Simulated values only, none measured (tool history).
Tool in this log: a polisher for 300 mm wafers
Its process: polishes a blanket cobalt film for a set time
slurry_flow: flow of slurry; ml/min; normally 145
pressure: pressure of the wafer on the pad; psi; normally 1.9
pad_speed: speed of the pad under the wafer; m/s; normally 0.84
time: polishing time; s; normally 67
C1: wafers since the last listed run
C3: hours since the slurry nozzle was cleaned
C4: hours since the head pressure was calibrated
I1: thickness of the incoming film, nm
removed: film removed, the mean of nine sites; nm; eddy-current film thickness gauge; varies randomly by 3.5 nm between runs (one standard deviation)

{"run": 1, "hour": 0.0, "slurry_flow": 120, "pressure": 1.9, "pad_speed": 0.92, "time": 67, "C1": 0, "wafers polished on this pad": 851, "C3": 118.0, "C4": 112.0, "I1": 1593.1, "removed": 301.3}
{"hour": 81.8, "done": "worn pad replaced by a new one"}
{"run": 2, "hour": 198.6, "slurry_flow": 120, "pressure": 1.9, "pad_speed": 0.92, "time": 67, "C1": 1114, "wafers polished on this pad": 669, "C3": 316.6, "C4": 310.6, "I1": 1627.1, "removed": 300.4}
{"hour": 241.0, "done": "head pressure recalibrated"}
{"run": 3, "hour": 246.8, "slurry_flow": 145, "pressure": 1.9, "pad_speed": 0.84, "time": 62, "C1": 264, "wafers polished on this pad": 933, "C3": 364.8, "C4": 5.8, "I1": 1589.4, "removed": 265.1}
{"run": 4, "hour": 301.7, "slurry_flow": 145, "pressure": 1.9, "pad_speed": 0.84, "time": 62, "C1": 314, "wafers polished on this pad": 1248, "C3": 419.7, "C4": 60.7, "I1": 1600.7, "removed": 269.1}
{"run": 5, "hour": 348.4, "slurry_flow": 145, "pressure": 1.9, "pad_speed": 0.84, "time": 62, "C1": 267, "wafers polished on this pad": 1515, "C3": 466.4, "C4": 107.4, "I1": 1614.6, "removed": 263.9}
{"hour": 361.3, "done": "slurry nozzle cleaned"}
{"hour": 378.3, "done": "worn pad replaced by a new one"}
{"run": 6, "hour": 412.0, "slurry_flow": 145, "pressure": 1.9, "pad_speed": 0.84, "time": 59, "C1": 335, "wafers polished on this pad": 193, "C3": 50.7, "C4": 171.0, "I1": 1599.8, "removed": 254.7}
{"run": 7, "hour": 478.5, "slurry_flow": 145, "pressure": 1.9, "pad_speed": 0.92, "time": 53, "C1": 381, "wafers polished on this pad": 574, "C3": 117.2, "C4": 237.5, "I1": 1583.1, "removed": 246.5}
{"run": 8, "hour": 525.2, "slurry_flow": 145, "pressure": 1.9, "pad_speed": 0.92, "time": 53, "C1": 267, "wafers polished on this pad": 841, "C3": 163.9, "C4": 284.2, "I1": 1605.8, "removed": 244.8}
{"run": 9, "hour": 576.2, "slurry_flow": 145, "pressure": 1.9, "pad_speed": 0.92, "time": 53, "C1": 292, "wafers polished on this pad": 1133, "C3": 214.9, "C4": 335.2, "I1": 1624.3, "removed": 246.7}
{"hour": 625.2, "done": "head pressure recalibrated"}
{"hour": 656.8, "done": "worn pad replaced by a new one"}
{"run": 10, "hour": 689.5, "slurry_flow": 145, "pressure": 2.2, "pad_speed": 0.98, "time": 67, "C1": 614, "wafers polished on this pad": 187, "C3": 328.2, "C4": 64.3, "I1": 1593.0, "removed": 370.1}
{"run": 11, "hour": 734.7, "slurry_flow": 145, "pressure": 1.9, "pad_speed": 0.84, "time": 67, "C1": 258, "wafers polished on this pad": 446, "C3": 373.4, "C4": 109.5, "I1": 1601.8, "removed": 281.3}
{"run": 12, "hour": 793.7, "slurry_flow": 145, "pressure": 1.9, "pad_speed": 0.84, "time": 67, "C1": 338, "wafers polished on this pad": 784, "C3": 432.4, "C4": 168.5, "I1": 1605.1, "removed": 277.2}
{"run": 13, "hour": 836.5, "slurry_flow": 145, "pressure": 2.3, "pad_speed": 0.84, "time": 67, "C1": 245, "wafers polished on this pad": 1029, "C3": 475.2, "C4": 211.3, "I1": 1593.6, "removed": 327.3}
{"run": 14, "hour": 879.8, "slurry_flow": 100, "pressure": 2.6, "pad_speed": 1.1, "time": 86, "C1": 248, "wafers polished on this pad": 1277, "C3": 518.5, "C4": 254.6, "I1": 1593.8, "removed": 568.9}
{"hour": 893.8, "done": "slurry nozzle cleaned"}
{"run": 15, "hour": 915.0, "slurry_flow": 145, "pressure": 1.9, "pad_speed": 0.84, "time": 67, "C1": 195, "wafers polished on this pad": 1473, "C3": 21.2, "C4": 289.8, "I1": 1586.0, "removed": 280.4}
{"hour": 933.7, "done": "worn pad replaced by a new one"}
{"run": 16, "hour": 947.3, "slurry_flow": 145, "pressure": 1.9, "pad_speed": 0.84, "time": 67, "C1": 162, "wafers polished on this pad": 78, "C3": 53.5, "C4": 322.1, "I1": 1630.8, "removed": 284.5}
{"hour": 973.8, "done": "head pressure recalibrated"}
{"run": 17, "hour": 991.5, "slurry_flow": 115, "pressure": 1.4, "pad_speed": 0.98, "time": 54, "C1": 241, "wafers polished on this pad": 319, "C3": 97.7, "C4": 17.7, "I1": 1597.8, "removed": 202.4}
{"run": 18, "hour": 1054.5, "slurry_flow": 160, "pressure": 1.4, "pad_speed": 0.7, "time": 46, "C1": 360, "wafers polished on this pad": 680, "C3": 160.7, "C4": 80.7, "I1": 1572.0, "removed": 131.7}
{"run": 19, "hour": 1101.1, "slurry_flow": 125, "pressure": 1.3, "pad_speed": 0.84, "time": 67, "C1": 267, "wafers polished on this pad": 947, "C3": 207.3, "C4": 127.3, "I1": 1601.7, "removed": 203.5}
{"run": 20, "hour": 1159.0, "slurry_flow": 145, "pressure": 2.2, "pad_speed": 0.84, "time": 67, "C1": 331, "wafers polished on this pad": 1279, "C3": 265.2, "C4": 185.2, "I1": 1579.0, "removed": 315.5}
{"run": 21, "hour": 1217.1, "slurry_flow": 120, "pressure": 1.6, "pad_speed": 0.84, "time": 58, "C1": 332, "wafers polished on this pad": 1612, "C3": 323.3, "C4": 243.3, "I1": 1593.2, "removed": 208.0}
{"hour": 1231.5, "done": "worn pad replaced by a new one"}
{"run": 22, "hour": 1250.8, "slurry_flow": 110, "pressure": 2.5, "pad_speed": 0.84, "time": 81, "C1": 170, "wafers polished on this pad": 110, "C3": 357.0, "C4": 277.0, "I1": 1615.2, "removed": 399.6}
{"run": 23, "hour": 1294.3, "slurry_flow": 170, "pressure": 1.9, "pad_speed": 0.84, "time": 67, "C1": 249, "wafers polished on this pad": 359, "C3": 400.5, "C4": 320.5, "I1": 1607.4, "removed": 286.9}
{"run": 24, "hour": 1319.5, "slurry_flow": 145, "pressure": 1.9, "pad_speed": 0.84, "time": 67, "C1": 144, "wafers polished on this pad": 503, "C3": 425.7, "C4": 345.7, "I1": 1610.8, "removed": 280.0}

Below are 5 alternative next runs, each starting from the tool's condition after run 24. Predict each:
{"run": "A", "hour": 1320.0, "slurry_flow": 145, "pressure": 1.9, "pad_speed": 0.84, "time": 67, "C1": 2, "wafers polished on this pad": 506, "C3": 426.2, "C4": 346.2, "I1": 1587.1, "removed": "?"}
{"run": "B", "hour": 1320.0, "slurry_flow": 145, "pressure": 1.3, "pad_speed": 0.84, "time": 67, "C1": 2, "wafers polished on this pad": 506, "C3": 426.2, "C4": 346.2, "I1": 1587.1, "removed": "?"}
{"run": "C", "hour": 1320.0, "slurry_flow": 145, "pressure": 1.9, "pad_speed": 0.84, "time": 77, "C1": 2, "wafers polished on this pad": 506, "C3": 426.2, "C4": 346.2, "I1": 1587.1, "removed": "?"}
{"run": "D", "hour": 1320.0, "slurry_flow": 145, "pressure": 2.5, "pad_speed": 0.6, "time": 67, "C1": 2, "wafers polished on this pad": 506, "C3": 426.2, "C4": 346.2, "I1": 1587.1, "removed": "?"}
{"run": "E", "hour": 1320.0, "slurry_flow": 145, "pressure": 1.9, "pad_speed": 0.54, "time": 67, "C1": 2, "wafers polished on this pad": 506, "C3": 426.2, "C4": 346.2, "I1": 1587.1, "removed": "?"}

run=A removed=284.6
run=B removed=212.0
run=C removed=327.1
run=D removed=255.2
run=E removed=183.0
Stripped of hidden state, with their random variation kept, the same runs would have yielded:
run=A removed=284.6
run=B removed=212.0
run=C removed=327.1
run=D removed=255.2
run=E removed=183.0

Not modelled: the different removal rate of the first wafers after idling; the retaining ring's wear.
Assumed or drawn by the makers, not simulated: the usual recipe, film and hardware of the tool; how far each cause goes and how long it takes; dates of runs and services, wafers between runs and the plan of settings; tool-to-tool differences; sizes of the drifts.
